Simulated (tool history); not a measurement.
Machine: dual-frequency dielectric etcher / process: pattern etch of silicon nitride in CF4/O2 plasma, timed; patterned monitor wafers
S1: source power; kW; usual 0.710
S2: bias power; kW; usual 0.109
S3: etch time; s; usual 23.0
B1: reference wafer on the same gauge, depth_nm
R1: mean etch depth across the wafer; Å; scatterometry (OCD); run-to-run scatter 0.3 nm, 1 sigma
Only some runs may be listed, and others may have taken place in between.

| run | hour | S1 | S2 | S3 | B1 | R1 |
|---|---|---|---|---|---|---|
| 1 | 0.0 | 0.840 | 0.109 | 18.5 | 48.6 | 537 |
| 2 | 77.6 | 0.840 | 0.109 | 18.5 | 48.5 | 541 |
| 3 | 183.4 | 0.710 | 0.109 | 23.0 | 48.0 | 558 |
| 4 | 258.7 | 0.710 | 0.109 | 23.0 | 48.2 | 558 |
| 5 | 352.3 | 0.710 | 0.109 | 23.0 | 48.5 | 566 |
| 6 | 426.9 | 0.710 | 0.109 | 23.0 | 48.7 | 567 |
| 7 | 517.1 | 0.710 | 0.109 | 23.0 | 48.8 | 569 |
| 8 | 607.6 | 0.710 | 0.109 | 23.0 | 48.8 | 570 |
| 9 | 663.1 | 0.710 | 0.129 | 23.0 | 48.9 | 602 |
| 10 | 732.2 | 0.850 | 0.109 | 18.0 | 48.9 | 534 |
| 11 | 823.8 | 0.810 | 0.085 | 20.5 | 47.4 | 521 |
| 12 | 1054.8 | 0.620 | 0.099 | 19.5 | 48.1 | 399 |
| 13 | 1128.9 | 0.560 | 0.136 | 23.0 | 48.3 | 467 |
| 14 | 1180.4 | 0.790 | 0.122 | 19.0 | 48.3 | 545 |
| 15 | 1222.3 | 0.710 | 0.109 | 23.0 | 48.4 | 560 |
| 16 | 1318.7 | 0.600 | 0.109 | 17.0 | 48.5 | 347 |

The log once held 8 entries between its listed runs, left out of this copy. Where does each go, and what is different about the tool's unlogged condition between the listed run before it and the listed run after it?
Between runs 2 and 3: gauge calibrated (hour 92.8)
  gauge reads high (%): 2.8 -> 1.71
  measured value less the no-hidden-state value, R1: +15 -> +10 Å
Between runs 4 and 5: wet clean of the chamber (hour 298.7)
  gauge reads high (%): 2.27 -> 2.75
  measured value less the no-hidden-state value, R1: +12 -> +16 Å
Between runs 10 and 11: wet clean of the chamber (hour 783.1); gauge calibrated (hour 797.7); upper electrode replaced (hour 823.3)
  gauge reads high (%): 3.56 -> 0.361
  measured value less the no-hidden-state value, R1: +19 -> +2 Å
Between runs 11 and 12: bias power generator calibrated (hour 869.0); source power generator calibrated (hour 946.8)
  gauge reads high (%): 0.361 -> 2.04
  measured value less the no-hidden-state value, R1: +2 -> +8 Å
Between runs 15 and 16: wet clean of the chamber (hour 1307.9)
  gauge reads high (%): 2.55 -> 2.72
  measured value less the no-hidden-state value, R1: +14 -> +9 Å
